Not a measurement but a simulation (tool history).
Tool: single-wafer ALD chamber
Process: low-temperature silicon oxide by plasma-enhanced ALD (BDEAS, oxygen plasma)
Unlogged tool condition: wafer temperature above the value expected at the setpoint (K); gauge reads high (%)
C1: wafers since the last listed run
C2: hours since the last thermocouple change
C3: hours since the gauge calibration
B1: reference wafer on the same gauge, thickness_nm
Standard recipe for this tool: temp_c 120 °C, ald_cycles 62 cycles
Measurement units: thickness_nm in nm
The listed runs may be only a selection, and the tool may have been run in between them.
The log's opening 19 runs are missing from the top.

{"run": 20, "hour": 1026.8, "temp_c": 120, "ald_cycles": 62, "C1": 257, "C2": 1077.5, "C3": 227.5, "B1": 9.954, "thickness_nm": 8.876}
{"run": 21, "hour": 1060.1, "temp_c": 111, "ald_cycles": 54, "C1": 125, "C2": 1110.8, "C3": 260.8, "B1": 9.947, "thickness_nm": 7.884}
{"run": 22, "hour": 1115.6, "temp_c": 120, "ald_cycles": 62, "C1": 209, "C2": 1166.3, "C3": 316.3, "B1": 9.953, "thickness_nm": 8.832}
{"run": 23, "hour": 1153.1, "temp_c": 134, "ald_cycles": 62, "C1": 141, "C2": 1203.8, "C3": 353.8, "B1": 9.955, "thickness_nm": 8.676}
{"run": 24, "hour": 1184.9, "temp_c": 114, "ald_cycles": 54, "C1": 119, "C2": 1235.6, "C3": 385.6, "B1": 9.95, "thickness_nm": 7.804}
{"run": 25, "hour": 1231.5, "temp_c": 106, "ald_cycles": 58, "C1": 175, "C2": 1282.2, "C3": 432.2, "B1": 9.945, "thickness_nm": 8.508}
{"run": 26, "hour": 1265.6, "temp_c": 129, "ald_cycles": 54, "C1": 128, "C2": 1316.3, "C3": 466.3, "B1": 9.946, "thickness_nm": 7.649}
{"run": 27, "hour": 1322.0, "temp_c": 107, "ald_cycles": 54, "C1": 212, "C2": 1372.7, "C3": 522.7, "B1": 9.944, "thickness_nm": 7.902}
{"run": 28, "hour": 1385.2, "temp_c": 120, "ald_cycles": 50, "C1": 238, "C2": 1435.9, "C3": 585.9, "B1": 9.95, "thickness_nm": 7.143}
{"hour": 1407.0, "done": "thermocouple changed; heater temperature recalibrated"}
{"run": 29, "hour": 1437.6, "temp_c": 120, "ald_cycles": 55, "C1": 167, "C2": 30.6, "C3": 638.3, "B1": 9.955, "thickness_nm": 7.949}
{"run": 30, "hour": 1474.4, "temp_c": 120, "ald_cycles": 58, "C1": 138, "C2": 67.4, "C3": 675.1, "B1": 9.944, "thickness_nm": 8.399}
{"run": 31, "hour": 1499.5, "temp_c": 112, "ald_cycles": 52, "C1": 94, "C2": 92.5, "C3": 700.2, "B1": 9.946, "thickness_nm": 7.647}
{"run": 32, "hour": 1544.3, "temp_c": 131, "ald_cycles": 55, "C1": 168, "C2": 137.3, "C3": 745.0, "B1": 9.954, "thickness_nm": 7.795}
{"run": 33, "hour": 1573.5, "temp_c": 120, "ald_cycles": 71, "C1": 110, "C2": 166.5, "C3": 774.2, "B1": 9.954, "thickness_nm": 10.226}
{"run": 34, "hour": 1599.4, "temp_c": 120, "ald_cycles": 62, "C1": 97, "C2": 192.4, "C3": 800.1, "B1": 9.95, "thickness_nm": 8.93}
{"run": 35, "hour": 1636.6, "temp_c": 133, "ald_cycles": 62, "C1": 140, "C2": 229.6, "C3": 837.3, "B1": 9.945, "thickness_nm": 8.72}
{"run": 36, "hour": 1694.5, "temp_c": 127, "ald_cycles": 62, "C1": 218, "C2": 287.5, "C3": 895.2, "B1": 9.949, "thickness_nm": 8.777}
{"run": 37, "hour": 1848.4, "temp_c": 135, "ald_cycles": 70, "C1": 579, "C2": 441.4, "C3": 1049.1, "B1": 9.951, "thickness_nm": 9.741}
{"run": 38, "hour": 1876.1, "temp_c": 120, "ald_cycles": 62, "C1": 104, "C2": 469.1, "C3": 1076.8, "B1": 9.951, "thickness_nm": 8.91}

4 ways to go on from here, each from the tool as it stands after run 38. What would each give?
{"run": "A", "hour": 1876.6, "temp_c": 120, "ald_cycles": 62, "C1": 1, "C2": 469.6, "C3": 1077.3, "B1": "?", "thickness_nm": "?"}
{"run": "B", "hour": 1876.6, "temp_c": 133, "ald_cycles": 52, "C1": 1, "C2": 469.6, "C3": 1077.3, "B1": "?", "thickness_nm": "?"}
{"run": "C", "hour": 1876.6, "temp_c": 132, "ald_cycles": 62, "C1": 1, "C2": 469.6, "C3": 1077.3, "B1": "?", "thickness_nm": "?"}
{"run": "D", "hour": 1876.6, "temp_c": 108, "ald_cycles": 62, "C1": 1, "C2": 469.6, "C3": 1077.3, "B1": "?", "thickness_nm": "?"}

run=A B1=9.956 thickness_nm=8.938
run=B B1=9.956 thickness_nm=7.310
run=C B1=9.956 thickness_nm=8.733
run=D B1=9.956 thickness_nm=9.142
With no hidden state in the tool, these same runs would have given:
run=A thickness_nm=9.007
run=B thickness_nm=7.368
run=C thickness_nm=8.802
run=D thickness_nm=9.211
